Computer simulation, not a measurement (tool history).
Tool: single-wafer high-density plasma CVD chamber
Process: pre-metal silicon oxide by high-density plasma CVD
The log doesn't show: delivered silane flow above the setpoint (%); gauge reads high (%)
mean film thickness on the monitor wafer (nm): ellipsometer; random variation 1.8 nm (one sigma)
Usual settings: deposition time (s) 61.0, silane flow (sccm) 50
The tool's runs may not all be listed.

run    hour  deposition time (s)  silane flow (sccm)  wafers since the last listed run  hours since the silane flow controller was replaced  hours since the gauge calibration  read-back reference wafer on the same gauge, thickness_nm  mean film thickness on the monitor wafer (nm)
  1     0.0                 61.0                  57                                 0                                                827.1                              765.5                                                    337.838                                        327.650
  2    60.4                 61.0                  50                              1284                                                887.5                              825.9                                                    337.931                                        296.168
  3    91.7                 65.0                  50                               665                                                918.8                              857.2                                                    338.175                                        310.198
  4   140.4                 65.0                  50                              1036                                                967.5                              905.9                                                    338.522                                        312.800
  5   210.7                 65.0                  50                              1495                                               1037.8                              976.2                                                    337.969                                        315.842
  6   269.7                 61.0                  55                              1255                                               1096.8                             1035.2                                                    337.462                                        312.916
  7   336.4                 61.0                  55                              1419                                               1163.5                             1101.9                                                    337.761                                        316.028
  8   363.1                 61.0                  50                               568                                               1190.2                             1128.6                                                    338.731                                        290.749
  9   407.9                 61.0                  50                               953                                               1235.0                             1173.4                                                    338.206                                        290.088
 10   462.7                 61.0                  50                              1165                                               1289.8                             1228.2                                                    337.347                                        292.772
 11   521.8                 61.0                  50                              1257                                               1348.9                             1287.3                                                    337.586                                        291.417
 12   569.1                 61.0                  50                              1006                                               1396.2                             1334.6                                                    338.203                                        286.636
      732.7  -- silane flow controller replaced
 13   779.1                 61.0                  50                              4297                                                 46.4                             1544.6                                                    338.347                                        308.027
 14   803.3                 69.4                  57                               514                                                 70.6                             1568.8                                                    337.574                                        388.099
 15   866.5                 67.2                  46                              1344                                                133.8                             1632.0                                                    337.877                                        309.689
 16   916.0                 61.0                  50                              1053                                                183.3                             1681.5                                                    338.234                                        304.900
 17   980.0                 61.0                  45                              1361                                                247.3                             1745.5                                                    337.773                                        276.324
     1006.1  -- gauge calibrated
 18  1032.3                 61.0                  58                              1112                                                299.6                               26.2                                                    337.429                                        339.281
 19  1084.5                 52.2                  45                              1110                                                351.8                               78.4                                                    337.884                                        233.819
 20  1111.2                 56.3                  50                               568                                                378.5                              105.1                                                    337.292                                        274.922
 21  1140.1                 52.9                  41                               614                                                407.4                              134.0                                                    337.716                                        220.371
 22  1177.6                 51.8                  50                               797                                                444.9                              171.5                                                    338.176                                        252.995
 23  1204.2                 61.0                  50                               565                                                471.5                              198.1                                                    338.230                                        299.880
 24  1239.7                 61.0                  41                               755                                                507.0                              233.6                                                    338.158                                        251.505
 25  1285.4                 70.3                  55                               972                                                552.7                              279.3                                                    338.258                                        372.866
 26  1323.9                 73.1                  41                               819                                                591.2                              317.8                                                    337.348                                        304.606

Forecast each of these 3 alternatives for the next run:
  A  1324.3                 61.0                  50                                 8                                                591.6                              318.2                                                          ?                                              ?
  B  1324.3                 49.9                  58                                 8                                                591.6                              318.2                                                          ?                                              ?
  C  1324.3                 53.6                  59                                 8                                                591.6                              318.2                                                          ?                                              ?

run  read-back reference wafer on the same gauge, thickness_nm  mean film thickness on the monitor wafer (nm)
  A                                                    338.324                                        298.523
  B                                                    338.324                                        276.899
  C                                                    338.324                                        301.821
Without the tool's hidden state the same runs would have given:
run  mean film thickness on the monitor wafer (nm)
  A                                        305.853
  B                                        283.699
  C                                        309.232
